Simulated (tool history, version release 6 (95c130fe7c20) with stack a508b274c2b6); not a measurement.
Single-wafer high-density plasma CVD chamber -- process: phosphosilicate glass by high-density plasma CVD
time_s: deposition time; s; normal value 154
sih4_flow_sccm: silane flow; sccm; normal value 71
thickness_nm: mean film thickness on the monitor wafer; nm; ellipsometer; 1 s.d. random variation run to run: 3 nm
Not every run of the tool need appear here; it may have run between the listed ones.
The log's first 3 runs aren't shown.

run     day  time_s  sih4_flow_sccm  wafers since the last listed run  hours since the silane flow controller was replaced  hours since the gauge calibration  read-back reference wafer on the same gauge, thickness_nm  thickness_nm
  4   3.196     154              71                               426                                               3914.6                              560.6                                                   1040.457      1216.079
  5   4.375     154              71                               398                                               3942.9                              588.9                                                   1040.610      1215.514
  6   5.550     154              71                               396                                               3971.1                              617.1                                                   1041.121      1216.708
  7   6.921     154              71                               462                                               4004.0                              650.0                                                   1038.530      1215.527
  8   8.317     154              71                               471                                               4037.5                              683.5                                                   1039.091      1215.523
  9   9.771     154              71                               491                                               4072.4                              718.4                                                   1040.662      1224.237
 10  12.092     171              71                               783                                               4128.1                              774.1                                                   1038.704      1349.469
 11  13.288     171              71                               403                                               4156.8                              802.8                                                   1039.524      1351.163
 12  13.842     171              71                               187                                               4170.1                              816.1                                                   1040.360      1352.225
 13  14.608     154              65                               258                                               4188.5                              834.5                                                   1038.971      1118.993
 14  16.058     154              65                               489                                               4223.3                              869.3                                                   1040.881      1126.702
 15  17.546     154              65                               502                                               4259.0                              905.0                                                   1039.551      1125.514
 16  18.512     154              79                               326                                               4282.2                              928.2                                                   1040.438      1360.298
 17  19.025     154              79                               173                                               4294.5                              940.5                                                   1039.523      1363.970
     19.821  -- silane flow controller replaced
 18  19.842     154              71                               163                                                  0.5                              960.1                                                   1041.741      1167.545
 19  21.146     154              71                               440                                                 31.8                              991.4                                                   1040.683      1163.951
 20  21.804     168              83                               222                                                 47.6                             1007.2                                                   1040.219      1483.041

Run 21 comes next. What will it give?
 21  23.162     154              77                               458                                                 80.2                             1039.8                                                          ?             ?

{"run 21": {"read-back reference wafer on the same gauge, thickness_nm": 1040.65, "thickness_nm": 1259.213}}
On a tool with no hidden condition, and with the same random variation, this run would have come out at thickness_nm 1258.170 nm.
